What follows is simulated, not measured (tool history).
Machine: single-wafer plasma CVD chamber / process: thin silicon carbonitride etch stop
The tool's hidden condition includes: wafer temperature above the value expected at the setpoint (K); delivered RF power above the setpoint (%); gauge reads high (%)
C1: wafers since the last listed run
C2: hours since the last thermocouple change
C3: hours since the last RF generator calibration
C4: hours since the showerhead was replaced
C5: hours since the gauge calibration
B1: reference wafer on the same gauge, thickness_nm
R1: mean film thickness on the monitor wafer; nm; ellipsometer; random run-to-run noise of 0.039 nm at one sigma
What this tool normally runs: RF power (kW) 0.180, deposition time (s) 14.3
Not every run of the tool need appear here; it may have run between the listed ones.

run 1 day=0.000 | RF_power_(kW)=0.180 deposition_time_(s)=14.3 | C1=0 C2=1180.9 C3=1294.4 C4=2054.2 C5=1205.0 | B1=6.304 | R1=7.049
-- day=0.142 RF generator calibrated
run 2 day=4.171 | RF_power_(kW)=0.180 deposition_time_(s)=14.3 | C1=1943 C2=1281.0 C3=96.7 C4=2154.3 C5=1305.1 | B1=6.313 | R1=7.376
-- day=4.650 thermocouple changed; heater temperature recalibrated
run 3 day=7.988 | RF_power_(kW)=0.160 deposition_time_(s)=14.3 | C1=1679 C2=80.1 C3=188.3 C4=2245.9 C5=1396.7 | B1=6.308 | R1=6.973
run 4 day=12.308 | RF_power_(kW)=0.160 deposition_time_(s)=14.3 | C1=2083 C2=183.8 C3=292.0 C4=2349.6 C5=1500.4 | B1=6.318 | R1=6.831
run 5 day=16.279 | RF_power_(kW)=0.180 deposition_time_(s)=15.4 | C1=1914 C2=279.1 C3=387.3 C4=2444.9 C5=1595.7 | B1=6.326 | R1=7.848
run 6 day=19.458 | RF_power_(kW)=0.180 deposition_time_(s)=14.3 | C1=1533 C2=355.4 C3=463.6 C4=2521.2 C5=1672.0 | B1=6.319 | R1=7.204
run 7 day=23.929 | RF_power_(kW)=0.180 deposition_time_(s)=14.3 | C1=2156 C2=462.7 C3=570.9 C4=2628.5 C5=1779.3 | B1=6.307 | R1=7.244
run 8 day=26.567 | RF_power_(kW)=0.180 deposition_time_(s)=14.3 | C1=1271 C2=526.0 C3=634.2 C4=2691.8 C5=1842.6 | B1=6.322 | R1=7.262
-- day=28.454 showerhead replaced, of another model than before
run 9 day=29.988 | RF_power_(kW)=0.180 deposition_time_(s)=15.1 | C1=1488 C2=608.1 C3=716.3 C4=36.8 C5=1924.7 | B1=6.302 | R1=7.728
run 10 day=33.450 | RF_power_(kW)=0.180 deposition_time_(s)=15.1 | C1=1669 C2=691.2 C3=799.4 C4=119.9 C5=2007.8 | B1=6.298 | R1=7.656
run 11 day=35.758 | RF_power_(kW)=0.180 deposition_time_(s)=15.1 | C1=1113 C2=746.6 C3=854.8 C4=175.3 C5=2063.2 | B1=6.322 | R1=7.801
run 12 day=38.362 | RF_power_(kW)=0.180 deposition_time_(s)=13.0 | C1=1255 C2=809.1 C3=917.3 C4=237.8 C5=2125.7 | B1=6.332 | R1=6.594
run 13 day=40.312 | RF_power_(kW)=0.180 deposition_time_(s)=16.2 | C1=940 C2=855.9 C3=964.1 C4=284.6 C5=2172.5 | B1=6.310 | R1=8.246
-- day=40.629 gauge calibrated
run 14 day=42.621 | RF_power_(kW)=0.155 deposition_time_(s)=11.5 | C1=1113 C2=911.3 C3=1019.5 C4=340.0 C5=47.8 | B1=6.324 | R1=5.586
run 15 day=44.675 | RF_power_(kW)=0.150 deposition_time_(s)=11.8 | C1=990 C2=960.6 C3=1068.8 C4=389.3 C5=97.1 | B1=6.312 | R1=5.655
run 16 day=49.125 | RF_power_(kW)=0.145 deposition_time_(s)=16.3 | C1=2146 C2=1067.4 C3=1175.6 C4=496.1 C5=203.9 | B1=6.288 | R1=7.760
run 17 day=52.917 | RF_power_(kW)=0.145 deposition_time_(s)=17.1 | C1=1828 C2=1158.4 C3=1266.6 C4=587.1 C5=294.9 | B1=6.317 | R1=8.087
-- day=53.346 thermocouple changed; heater temperature recalibrated
run 18 day=56.783 | RF_power_(kW)=0.180 deposition_time_(s)=12.7 | C1=1703 C2=82.5 C3=1359.4 C4=679.9 C5=387.7 | B1=6.325 | R1=6.386
-- day=58.979 RF generator calibrated
run 19 day=59.200 | RF_power_(kW)=0.210 deposition_time_(s)=14.3 | C1=1004 C2=140.5 C3=5.3 C4=737.9 C5=445.7 | B1=6.316 | R1=7.775
run 20 day=63.088 | RF_power_(kW)=0.180 deposition_time_(s)=14.3 | C1=1874 C2=233.8 C3=98.6 C4=831.2 C5=539.0 | B1=6.304 | R1=7.418
run 21 day=70.779 | RF_power_(kW)=0.165 deposition_time_(s)=16.7 | C1=3709 C2=418.4 C3=283.2 C4=1015.8 C5=723.6 | B1=6.303 | R1=8.388
run 22 day=74.258 | RF_power_(kW)=0.190 deposition_time_(s)=12.6 | C1=1677 C2=501.9 C3=366.7 C4=1099.3 C5=807.1 | B1=6.308 | R1=6.637
run 23 day=77.367 | RF_power_(kW)=0.210 deposition_time_(s)=15.1 | C1=1499 C2=576.5 C3=441.3 C4=1173.9 C5=881.7 | B1=6.306 | R1=8.201
run 24 day=80.112 | RF_power_(kW)=0.205 deposition_time_(s)=16.2 | C1=1324 C2=642.4 C3=507.2 C4=1239.8 C5=947.6 | B1=6.308 | R1=8.576
run 25 day=82.275 | RF_power_(kW)=0.180 deposition_time_(s)=14.3 | C1=1042 C2=694.3 C3=559.1 C4=1291.7 C5=999.5 | B1=6.294 | R1=7.298

Predict each of these 3 candidate next runs independently; none follows another, all start after run 25:
run A day=82.292 | RF_power_(kW)=0.180 deposition_time_(s)=13.3 | C1=8 C2=694.7 C3=559.5 C4=1292.1 C5=999.9 | B1=? | R1=?
run B day=82.292 | RF_power_(kW)=0.215 deposition_time_(s)=14.3 | C1=8 C2=694.7 C3=559.5 C4=1292.1 C5=999.9 | B1=? | R1=?
run C day=82.292 | RF_power_(kW)=0.205 deposition_time_(s)=11.5 | C1=8 C2=694.7 C3=559.5 C4=1292.1 C5=999.9 | B1=? | R1=?

run=A B1=6.301 R1=6.856
run=B B1=6.301 R1=7.770
run=C B1=6.301 R1=6.161
Had the tool no hidden state, the same runs would have come out as:
run=A R1=6.925
run=B R1=7.848
run=C R1=6.223

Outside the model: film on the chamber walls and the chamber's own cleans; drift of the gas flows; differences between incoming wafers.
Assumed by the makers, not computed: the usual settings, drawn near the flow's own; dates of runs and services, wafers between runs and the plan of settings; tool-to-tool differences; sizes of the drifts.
